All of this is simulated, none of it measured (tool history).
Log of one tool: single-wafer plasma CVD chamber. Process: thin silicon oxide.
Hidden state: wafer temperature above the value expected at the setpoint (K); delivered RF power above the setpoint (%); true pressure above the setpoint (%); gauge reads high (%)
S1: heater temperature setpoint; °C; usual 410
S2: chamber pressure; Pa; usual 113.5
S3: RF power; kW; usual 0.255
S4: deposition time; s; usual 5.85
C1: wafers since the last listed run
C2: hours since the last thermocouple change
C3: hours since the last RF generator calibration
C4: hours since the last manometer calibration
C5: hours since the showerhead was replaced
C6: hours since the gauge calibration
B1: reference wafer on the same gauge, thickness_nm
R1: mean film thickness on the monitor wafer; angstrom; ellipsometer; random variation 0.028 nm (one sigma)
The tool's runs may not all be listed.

run 1 day=0 | S1=410 S2=113.5 S3=0.255 S4=5.85 | C1=0 C2=846 C3=1187.5 C4=1279.5 C5=4077 C6=206.2 | B1=11.207 | R1=104.79
run 2 day=0.542 | S1=410 S2=113.5 S3=0.255 S4=5.85 | C1=267 C2=859 C3=1200.5 C4=1292.5 C5=4090 C6=219.2 | B1=11.209 | R1=105.19
run 3 day=1.762 | S1=410 S2=113.5 S3=0.28 S4=5.85 | C1=603 C2=888.3 C3=1229.8 C4=1321.8 C5=4119.3 C6=248.5 | B1=11.212 | R1=108.55
run 4 day=2.55 | S1=410 S2=113.5 S3=0.28 S4=5.85 | C1=389 C2=907.2 C3=1248.7 C4=1340.7 C5=4138.2 C6=267.4 | B1=11.193 | R1=108.56
-- day=3.379 gauge calibrated
run 5 day=3.512 | S1=410 S2=113.5 S3=0.28 S4=5.85 | C1=475 C2=930.3 C3=1271.8 C4=1363.8 C5=4161.3 C6=3.2 | B1=11.188 | R1=108.37
run 6 day=4.571 | S1=410 S2=125.7 S3=0.255 S4=5.85 | C1=523 C2=955.7 C3=1297.2 C4=1389.2 C5=4186.7 C6=28.6 | B1=11.202 | R1=116.35
run 7 day=5.521 | S1=410 S2=125.7 S3=0.255 S4=5.85 | C1=469 C2=978.5 C3=1320 C4=1412 C5=4209.5 C6=51.4 | B1=11.206 | R1=116.03
-- day=5.958 capacitance manometer re-zeroed and calibrated
run 8 day=6.333 | S1=410 S2=125.7 S3=0.255 S4=5.85 | C1=236 C2=998 C3=1339.5 C4=9 C5=4229 C6=70.9 | B1=11.207 | R1=116.37
run 9 day=7.55 | S1=410 S2=113.5 S3=0.29 S4=5.85 | C1=601 C2=1027.2 C3=1368.7 C4=38.2 C5=4258.2 C6=100.1 | B1=11.199 | R1=109.7
-- day=8.879 showerhead replaced
run 10 day=8.9 | S1=422 S2=113.5 S3=0.295 S4=6.95 | C1=502 C2=1059.6 C3=1401.1 C4=70.6 C5=0.5 C6=132.5 | B1=11.195 | R1=130.99
-- day=9.529 RF generator calibrated
run 11 day=9.604 | S1=410 S2=113.5 S3=0.255 S4=5.85 | C1=183 C2=1076.5 C3=1.8 C4=87.5 C5=17.4 C6=149.4 | B1=11.195 | R1=105.15
run 12 day=10.904 | S1=410 S2=113.5 S3=0.255 S4=5.85 | C1=642 C2=1107.7 C3=33 C4=118.7 C5=48.6 C6=180.6 | B1=11.196 | R1=105.21

Run 13 comes next. What will it give?
-- day=11.767 thermocouple changed; heater temperature recalibrated
run 13 day=11.867 | S1=414 S2=113.5 S3=0.295 S4=5.85 | C1=311 C2=2.4 C3=56.1 C4=141.8 C5=71.7 C6=203.7 | B1=? | R1=?

B1: 11.182
R1: 109.97 angstrom
Without the tool's hidden state the same run would have given R1 109.97 angstrom.

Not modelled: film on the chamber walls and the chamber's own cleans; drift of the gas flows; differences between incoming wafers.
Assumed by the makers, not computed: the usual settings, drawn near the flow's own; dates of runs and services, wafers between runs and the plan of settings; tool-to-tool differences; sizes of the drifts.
